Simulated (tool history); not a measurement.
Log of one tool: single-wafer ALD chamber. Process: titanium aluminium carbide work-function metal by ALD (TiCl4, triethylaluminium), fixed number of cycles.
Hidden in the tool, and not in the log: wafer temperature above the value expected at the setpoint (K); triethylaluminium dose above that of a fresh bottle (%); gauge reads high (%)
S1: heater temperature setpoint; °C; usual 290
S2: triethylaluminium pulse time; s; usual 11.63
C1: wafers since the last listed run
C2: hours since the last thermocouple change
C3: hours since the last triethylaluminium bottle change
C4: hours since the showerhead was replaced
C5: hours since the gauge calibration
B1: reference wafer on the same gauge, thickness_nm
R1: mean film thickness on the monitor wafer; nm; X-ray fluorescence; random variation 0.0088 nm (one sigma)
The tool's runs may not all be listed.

{"run": 1, "hour": 0.0, "S1": 290, "S2": 11.63, "C1": 0, "C2": 1874.7, "C3": 1351.7, "C4": 6038.1, "C5": 667.1, "B1": 2.359, "R1": 1.945}
{"run": 2, "hour": 26.2, "S1": 295, "S2": 11.63, "C1": 332, "C2": 1900.9, "C3": 1377.9, "C4": 6064.3, "C5": 693.3, "B1": 2.36, "R1": 2.004}
{"run": 3, "hour": 58.0, "S1": 295, "S2": 11.63, "C1": 403, "C2": 1932.7, "C3": 1409.7, "C4": 6096.1, "C5": 725.1, "B1": 2.36, "R1": 2.001}
{"run": 4, "hour": 72.2, "S1": 290, "S2": 8.17, "C1": 180, "C2": 1946.9, "C3": 1423.9, "C4": 6110.3, "C5": 739.3, "B1": 2.361, "R1": 1.702}
{"run": 5, "hour": 103.4, "S1": 290, "S2": 8.17, "C1": 395, "C2": 1978.1, "C3": 1455.1, "C4": 6141.5, "C5": 770.5, "B1": 2.362, "R1": 1.706}
{"run": 6, "hour": 136.3, "S1": 290, "S2": 8.17, "C1": 417, "C2": 2011, "C3": 1488, "C4": 6174.4, "C5": 803.4, "B1": 2.358, "R1": 1.708}
{"run": 7, "hour": 158.2, "S1": 290, "S2": 13.34, "C1": 277, "C2": 2032.9, "C3": 1509.9, "C4": 6196.3, "C5": 825.3, "B1": 2.36, "R1": 2.023}
{"run": 8, "hour": 177.1, "S1": 290, "S2": 11.63, "C1": 239, "C2": 2051.8, "C3": 1528.8, "C4": 6215.2, "C5": 844.2, "B1": 2.361, "R1": 1.964}
{"run": 9, "hour": 204.9, "S1": 290, "S2": 11.63, "C1": 352, "C2": 2079.6, "C3": 1556.6, "C4": 6243, "C5": 872, "B1": 2.358, "R1": 1.942}
{"run": 10, "hour": 223.9, "S1": 290, "S2": 11.63, "C1": 240, "C2": 2098.6, "C3": 1575.6, "C4": 6262, "C5": 891, "B1": 2.358, "R1": 1.935}
{"hour": 238.8, "done": "triethylaluminium bottle replaced"}
{"hour": 290.9, "done": "gauge calibrated"}
{"run": 11, "hour": 297.8, "S1": 290, "S2": 11.63, "C1": 835, "C2": 2172.5, "C3": 59, "C4": 6335.9, "C5": 6.9, "B1": 2.358, "R1": 2.137}
{"run": 12, "hour": 331.3, "S1": 290, "S2": 11.63, "C1": 424, "C2": 2206, "C3": 92.5, "C4": 6369.4, "C5": 40.4, "B1": 2.362, "R1": 2.118}
{"run": 13, "hour": 358.0, "S1": 290, "S2": 11.63, "C1": 338, "C2": 2232.7, "C3": 119.2, "C4": 6396.1, "C5": 67.1, "B1": 2.36, "R1": 2.107}
{"hour": 389.7, "done": "thermocouple changed; heater temperature recalibrated"}
{"run": 14, "hour": 390.2, "S1": 290, "S2": 11.63, "C1": 306, "C2": 0.5, "C3": 151.4, "C4": 6428.3, "C5": 99.3, "B1": 2.361, "R1": 2.113}
{"run": 15, "hour": 417.9, "S1": 286, "S2": 7, "C1": 351, "C2": 28.2, "C3": 179.1, "C4": 6456, "C5": 127, "B1": 2.361, "R1": 1.817}
{"run": 16, "hour": 440.7, "S1": 290, "S2": 10.13, "C1": 289, "C2": 51, "C3": 201.9, "C4": 6478.8, "C5": 149.8, "B1": 2.358, "R1": 2.055}
{"run": 17, "hour": 472.3, "S1": 290, "S2": 9.97, "C1": 400, "C2": 82.6, "C3": 233.5, "C4": 6510.4, "C5": 181.4, "B1": 2.362, "R1": 2.045}
{"hour": 537.1, "done": "showerhead replaced, of another model than before"}
{"run": 18, "hour": 541.9, "S1": 285, "S2": 10.21, "C1": 780, "C2": 152.2, "C3": 303.1, "C4": 4.8, "C5": 251, "B1": 2.362, "R1": 2.018}
{"run": 19, "hour": 577.4, "S1": 299, "S2": 7.17, "C1": 450, "C2": 187.7, "C3": 338.6, "C4": 40.3, "C5": 286.5, "B1": 2.359, "R1": 2.088}
{"run": 20, "hour": 596.8, "S1": 280, "S2": 7.44, "C1": 245, "C2": 207.1, "C3": 358, "C4": 59.7, "C5": 305.9, "B1": 2.361, "R1": 1.897}
{"run": 21, "hour": 631.9, "S1": 290, "S2": 8.17, "C1": 444, "C2": 242.2, "C3": 393.1, "C4": 94.8, "C5": 341, "B1": 2.36, "R1": 2.007}
{"run": 22, "hour": 657.4, "S1": 285, "S2": 10.21, "C1": 323, "C2": 267.7, "C3": 418.6, "C4": 120.3, "C5": 366.5, "B1": 2.362, "R1": 2.012}
{"run": 23, "hour": 681.5, "S1": 290, "S2": 8.17, "C1": 305, "C2": 291.8, "C3": 442.7, "C4": 144.4, "C5": 390.6, "B1": 2.359, "R1": 1.997}
{"run": 24, "hour": 696.2, "S1": 290, "S2": 14.83, "C1": 186, "C2": 306.5, "C3": 457.4, "C4": 159.1, "C5": 405.3, "B1": 2.36, "R1": 2.124}
{"run": 25, "hour": 727.2, "S1": 290, "S2": 14.64, "C1": 392, "C2": 337.5, "C3": 488.4, "C4": 190.1, "C5": 436.3, "B1": 2.359, "R1": 2.134}
{"run": 26, "hour": 753.6, "S1": 280, "S2": 16.15, "C1": 334, "C2": 363.9, "C3": 514.8, "C4": 216.5, "C5": 462.7, "B1": 2.362, "R1": 2.028}
{"run": 27, "hour": 774.9, "S1": 290, "S2": 11.63, "C1": 270, "C2": 385.2, "C3": 536.1, "C4": 237.8, "C5": 484, "B1": 2.361, "R1": 2.096}
{"run": 28, "hour": 788.4, "S1": 298, "S2": 12.92, "C1": 171, "C2": 398.7, "C3": 549.6, "C4": 251.3, "C5": 497.5, "B1": 2.359, "R1": 2.193}
{"run": 29, "hour": 803.5, "S1": 290, "S2": 11.63, "C1": 191, "C2": 413.8, "C3": 564.7, "C4": 266.4, "C5": 512.6, "B1": 2.362, "R1": 2.075}
{"run": 30, "hour": 834.9, "S1": 285, "S2": 9.63, "C1": 398, "C2": 445.2, "C3": 596.1, "C4": 297.8, "C5": 544, "B1": 2.36, "R1": 1.984}
{"run": 31, "hour": 863.5, "S1": 290, "S2": 16.03, "C1": 362, "C2": 473.8, "C3": 624.7, "C4": 326.4, "C5": 572.6, "B1": 2.358, "R1": 2.128}
{"run": 32, "hour": 884.2, "S1": 290, "S2": 11.63, "C1": 262, "C2": 494.5, "C3": 645.4, "C4": 347.1, "C5": 593.3, "B1": 2.361, "R1": 2.089}
{"run": 33, "hour": 916.4, "S1": 304, "S2": 7.46, "C1": 408, "C2": 526.7, "C3": 677.6, "C4": 379.3, "C5": 625.5, "B1": 2.359, "R1": 2.103}

Measured less the same run without the tool's hidden state. The same run-to-run variation is in both; the gauge's scatter may not be:
run=1 R1=-0.173
run=2 R1=-0.179
run=3 R1=-0.181
run=4 R1=-0.312
run=5 R1=-0.314
run=6 R1=-0.316
run=7 R1=-0.131
run=8 R1=-0.182
run=9 R1=-0.18
run=10 R1=-0.18
run=11 R1=-0.007
run=12 R1=-0.012
run=13 R1=-0.015
run=14 R1=-0.02
run=15 R1=-0.068
run=16 R1=-0.039
run=17 R1=-0.047
run=18 R1=-0.032
run=19 R1=-0.062
run=20 R1=-0.056
run=21 R1=-0.057
run=22 R1=-0.042
run=23 R1=-0.062
run=24 R1=-0.02
run=25 R1=-0.022
run=26 R1=-0.017
run=27 R1=-0.041
run=28 R1=-0.035
run=29 R1=-0.043
run=30 R1=-0.061
run=31 R1=-0.021
run=32 R1=-0.047
run=33 R1=-0.101
